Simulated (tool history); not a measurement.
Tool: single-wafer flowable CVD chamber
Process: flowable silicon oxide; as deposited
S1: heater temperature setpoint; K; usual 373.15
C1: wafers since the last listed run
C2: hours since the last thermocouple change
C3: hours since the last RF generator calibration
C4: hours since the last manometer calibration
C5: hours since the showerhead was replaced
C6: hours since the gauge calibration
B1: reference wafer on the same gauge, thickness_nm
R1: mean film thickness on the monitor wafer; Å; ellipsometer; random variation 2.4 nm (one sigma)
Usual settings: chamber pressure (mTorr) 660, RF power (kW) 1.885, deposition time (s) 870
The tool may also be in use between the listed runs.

{"run": 1, "hour": 0.0, "S1": 373.15, "chamber pressure (mTorr)": 660, "RF power (kW)": 2.035, "deposition time (s)": 870, "C1": 0, "C2": 1321.6, "C3": 1697.4, "C4": 1059.2, "C5": 3228.9, "C6": 603.1, "B1": 340.579, "R1": 4665.06}
{"hour": 29.6, "done": "gauge calibrated"}
{"run": 2, "hour": 32.9, "S1": 373.15, "chamber pressure (mTorr)": 660, "RF power (kW)": 1.685, "deposition time (s)": 870, "C1": 88, "C2": 1354.5, "C3": 1730.3, "C4": 1092.1, "C5": 3261.8, "C6": 3.3, "B1": 340.198, "R1": 4540.9}
{"run": 3, "hour": 65.4, "S1": 373.15, "chamber pressure (mTorr)": 660, "RF power (kW)": 1.685, "deposition time (s)": 870, "C1": 87, "C2": 1387.0, "C3": 1762.8, "C4": 1124.6, "C5": 3294.3, "C6": 35.8, "B1": 340.088, "R1": 4556.54}
{"run": 4, "hour": 101.0, "S1": 373.15, "chamber pressure (mTorr)": 660, "RF power (kW)": 1.685, "deposition time (s)": 870, "C1": 96, "C2": 1422.6, "C3": 1798.4, "C4": 1160.2, "C5": 3329.9, "C6": 71.4, "B1": 339.984, "R1": 4551.44}
{"run": 5, "hour": 133.1, "S1": 373.15, "chamber pressure (mTorr)": 660, "RF power (kW)": 1.885, "deposition time (s)": 870, "C1": 86, "C2": 1454.7, "C3": 1830.5, "C4": 1192.3, "C5": 3362.0, "C6": 103.5, "B1": 339.736, "R1": 4713.01}
{"run": 6, "hour": 153.5, "S1": 367.15, "chamber pressure (mTorr)": 660, "RF power (kW)": 2.155, "deposition time (s)": 870, "C1": 55, "C2": 1475.1, "C3": 1850.9, "C4": 1212.7, "C5": 3382.4, "C6": 123.9, "B1": 340.202, "R1": 5728.44}
{"run": 7, "hour": 189.0, "S1": 367.15, "chamber pressure (mTorr)": 660, "RF power (kW)": 2.155, "deposition time (s)": 870, "C1": 95, "C2": 1510.6, "C3": 1886.4, "C4": 1248.2, "C5": 3417.9, "C6": 159.4, "B1": 339.835, "R1": 5710.79}
{"run": 8, "hour": 218.6, "S1": 373.15, "chamber pressure (mTorr)": 660, "RF power (kW)": 1.965, "deposition time (s)": 732, "C1": 80, "C2": 1540.2, "C3": 1916.0, "C4": 1277.8, "C5": 3447.5, "C6": 189.0, "B1": 340.299, "R1": 3990.04}
{"run": 9, "hour": 242.0, "S1": 373.15, "chamber pressure (mTorr)": 660, "RF power (kW)": 1.965, "deposition time (s)": 732, "C1": 63, "C2": 1563.6, "C3": 1939.4, "C4": 1301.2, "C5": 3470.9, "C6": 212.4, "B1": 340.139, "R1": 3990.65}
{"hour": 264.0, "done": "thermocouple changed; heater temperature recalibrated"}
{"hour": 295.9, "done": "capacitance manometer re-zeroed and calibrated"}
{"run": 10, "hour": 296.4, "S1": 373.15, "chamber pressure (mTorr)": 660, "RF power (kW)": 1.885, "deposition time (s)": 870, "C1": 103, "C2": 32.4, "C3": 1993.8, "C4": 0.5, "C5": 3525.3, "C6": 266.8, "B1": 340.079, "R1": 4069.45}
{"hour": 315.3, "done": "showerhead replaced"}
{"run": 11, "hour": 334.2, "S1": 373.15, "chamber pressure (mTorr)": 660, "RF power (kW)": 1.885, "deposition time (s)": 870, "C1": 80, "C2": 70.2, "C3": 2031.6, "C4": 38.3, "C5": 18.9, "C6": 304.6, "B1": 339.87, "R1": 4049.11}
{"run": 12, "hour": 365.7, "S1": 373.15, "chamber pressure (mTorr)": 660, "RF power (kW)": 1.885, "deposition time (s)": 870, "C1": 85, "C2": 101.7, "C3": 2063.1, "C4": 69.8, "C5": 50.4, "C6": 336.1, "B1": 340.329, "R1": 4097.78}
{"run": 13, "hour": 391.3, "S1": 373.15, "chamber pressure (mTorr)": 660, "RF power (kW)": 1.885, "deposition time (s)": 918, "C1": 69, "C2": 127.3, "C3": 2088.7, "C4": 95.4, "C5": 76.0, "C6": 361.7, "B1": 339.593, "R1": 4334.8}
{"hour": 405.9, "done": "RF generator calibrated"}
{"run": 14, "hour": 414.9, "S1": 373.15, "chamber pressure (mTorr)": 660, "RF power (kW)": 1.885, "deposition time (s)": 870, "C1": 42, "C2": 150.9, "C3": 9.0, "C4": 119.0, "C5": 99.6, "C6": 385.3, "B1": 340.162, "R1": 4086.81}
{"run": 15, "hour": 438.2, "S1": 373.15, "chamber pressure (mTorr)": 660, "RF power (kW)": 1.885, "deposition time (s)": 870, "C1": 62, "C2": 174.2, "C3": 32.3, "C4": 142.3, "C5": 122.9, "C6": 408.6, "B1": 340.579, "R1": 4120.05}
{"run": 16, "hour": 467.3, "S1": 373.15, "chamber pressure (mTorr)": 660, "RF power (kW)": 2.245, "deposition time (s)": 737, "C1": 78, "C2": 203.3, "C3": 61.4, "C4": 171.4, "C5": 152.0, "C6": 437.7, "B1": 340.237, "R1": 3600.36}
{"run": 17, "hour": 494.1, "S1": 373.15, "chamber pressure (mTorr)": 660, "RF power (kW)": 1.885, "deposition time (s)": 962, "C1": 72, "C2": 230.1, "C3": 88.2, "C4": 198.2, "C5": 178.8, "C6": 464.5, "B1": 340.031, "R1": 4600.59}
{"run": 18, "hour": 526.2, "S1": 373.15, "chamber pressure (mTorr)": 660, "RF power (kW)": 2.245, "deposition time (s)": 958, "C1": 86, "C2": 262.2, "C3": 120.3, "C4": 230.3, "C5": 210.9, "C6": 496.6, "B1": 340.213, "R1": 4700.54}
{"run": 19, "hour": 542.2, "S1": 363.15, "chamber pressure (mTorr)": 806, "RF power (kW)": 1.885, "deposition time (s)": 870, "C1": 43, "C2": 278.2, "C3": 136.3, "C4": 246.3, "C5": 226.9, "C6": 512.6, "B1": 340.142, "R1": 6752.64}
{"run": 20, "hour": 554.8, "S1": 373.15, "chamber pressure (mTorr)": 660, "RF power (kW)": 1.685, "deposition time (s)": 870, "C1": 34, "C2": 290.8, "C3": 148.9, "C4": 258.9, "C5": 239.5, "C6": 525.2, "B1": 339.729, "R1": 4093.95}
{"run": 21, "hour": 579.6, "S1": 361.15, "chamber pressure (mTorr)": 724, "RF power (kW)": 2.04, "deposition time (s)": 1034, "C1": 67, "C2": 315.6, "C3": 173.7, "C4": 283.7, "C5": 264.3, "C6": 550.0, "B1": 340.007, "R1": 7774.3}
{"run": 22, "hour": 596.8, "S1": 373.15, "chamber pressure (mTorr)": 506, "RF power (kW)": 1.885, "deposition time (s)": 870, "C1": 46, "C2": 332.8, "C3": 190.9, "C4": 300.9, "C5": 281.5, "C6": 567.2, "B1": 339.421, "R1": 3292.34}
{"hour": 598.3, "done": "gauge calibrated"}
{"run": 23, "hour": 627.4, "S1": 373.15, "chamber pressure (mTorr)": 660, "RF power (kW)": 1.885, "deposition time (s)": 870, "C1": 82, "C2": 363.4, "C3": 221.5, "C4": 331.5, "C5": 312.1, "C6": 29.1, "B1": 340.118, "R1": 4126.88}
{"run": 24, "hour": 658.6, "S1": 363.15, "chamber pressure (mTorr)": 806, "RF power (kW)": 1.885, "deposition time (s)": 870, "C1": 84, "C2": 394.6, "C3": 252.7, "C4": 362.7, "C5": 343.3, "C6": 60.3, "B1": 340.244, "R1": 6730.16}
{"run": 25, "hour": 693.6, "S1": 364.15, "chamber pressure (mTorr)": 660, "RF power (kW)": 1.885, "deposition time (s)": 974, "C1": 94, "C2": 429.6, "C3": 287.7, "C4": 397.7, "C5": 378.3, "C6": 95.3, "B1": 340.067, "R1": 6124.97}
{"run": 26, "hour": 717.8, "S1": 373.15, "chamber pressure (mTorr)": 660, "RF power (kW)": 1.885, "deposition time (s)": 870, "C1": 65, "C2": 453.8, "C3": 311.9, "C4": 421.9, "C5": 402.5, "C6": 119.5, "B1": 339.906, "R1": 4230.6}
{"run": 27, "hour": 741.0, "S1": 384.15, "chamber pressure (mTorr)": 755, "RF power (kW)": 1.775, "deposition time (s)": 1027, "C1": 62, "C2": 477.0, "C3": 335.1, "C4": 445.1, "C5": 425.7, "C6": 142.7, "B1": 339.556, "R1": 4062.14}
{"run": 28, "hour": 760.2, "S1": 361.15, "chamber pressure (mTorr)": 660, "RF power (kW)": 2.085, "deposition time (s)": 870, "C1": 51, "C2": 496.2, "C3": 354.3, "C4": 464.3, "C5": 444.9, "C6": 161.9, "B1": 339.911, "R1": 6119.34}
{"run": 29, "hour": 775.6, "S1": 373.15, "chamber pressure (mTorr)": 660, "RF power (kW)": 1.885, "deposition time (s)": 870, "C1": 41, "C2": 511.6, "C3": 369.7, "C4": 479.7, "C5": 460.3, "C6": 177.3, "B1": 339.564, "R1": 4207.29}

Forecast each of these 3 alternatives for the next run:
{"run": "A", "hour": 776.2, "S1": 373.15, "chamber pressure (mTorr)": 660, "RF power (kW)": 1.885, "deposition time (s)": 870, "C1": 1, "C2": 512.2, "C3": 370.3, "C4": 480.3, "C5": 460.9, "C6": 177.9, "B1": "?", "R1": "?"}
{"run": "B", "hour": 776.2, "S1": 373.15, "chamber pressure (mTorr)": 538, "RF power (kW)": 1.885, "deposition time (s)": 800, "C1": 1, "C2": 512.2, "C3": 370.3, "C4": 480.3, "C5": 460.9, "C6": 177.9, "B1": "?", "R1": "?"}
{"run": "C", "hour": 776.2, "S1": 380.15, "chamber pressure (mTorr)": 660, "RF power (kW)": 1.885, "deposition time (s)": 870, "C1": 1, "C2": 512.2, "C3": 370.3, "C4": 480.3, "C5": 460.9, "C6": 177.9, "B1": "?", "R1": "?"}

run=A B1=339.992 R1=4230.94
run=B B1=339.992 R1=3237.28
run=C B1=339.992 R1=3439.79
Without the tool's hidden state the same runs would have given:
run=A R1=4179.30
run=B R1=3197.77
run=C R1=3396.72
